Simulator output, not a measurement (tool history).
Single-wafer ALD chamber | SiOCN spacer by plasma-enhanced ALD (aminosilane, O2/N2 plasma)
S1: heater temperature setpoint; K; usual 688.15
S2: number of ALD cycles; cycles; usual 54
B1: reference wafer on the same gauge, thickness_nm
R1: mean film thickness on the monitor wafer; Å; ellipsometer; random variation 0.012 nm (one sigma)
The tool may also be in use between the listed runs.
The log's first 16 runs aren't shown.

run	day	S1	S2	B1	R1
17	47.500	678.15	49	3.432	31.25
18	49.808	701.15	54	3.431	31.70
19	52.175	681.15	50	3.429	31.71
# day 53.121: gauge calibrated
20	56.296	683.15	63	3.431	39.61
21	59.262	700.15	45	3.430	26.73
22	62.892	695.15	63	3.430	37.93
23	67.225	678.15	49	3.431	31.35
24	70.525	696.15	50	3.431	30.18
25	73.512	700.15	61	3.429	35.98
26	77.733	688.15	54	3.429	33.50
27	81.825	695.15	54	3.430	32.69
28	86.029	679.15	63	3.428	40.36
29	88.962	682.15	44	3.431	27.95
30	91.938	688.15	54	3.431	33.51

Forecast run 31:
31	95.275	688.15	54	?	?

B1: 3.427
R1: 33.85 Å
Without the tool's hidden state the same run would have given R1 33.38 Å.

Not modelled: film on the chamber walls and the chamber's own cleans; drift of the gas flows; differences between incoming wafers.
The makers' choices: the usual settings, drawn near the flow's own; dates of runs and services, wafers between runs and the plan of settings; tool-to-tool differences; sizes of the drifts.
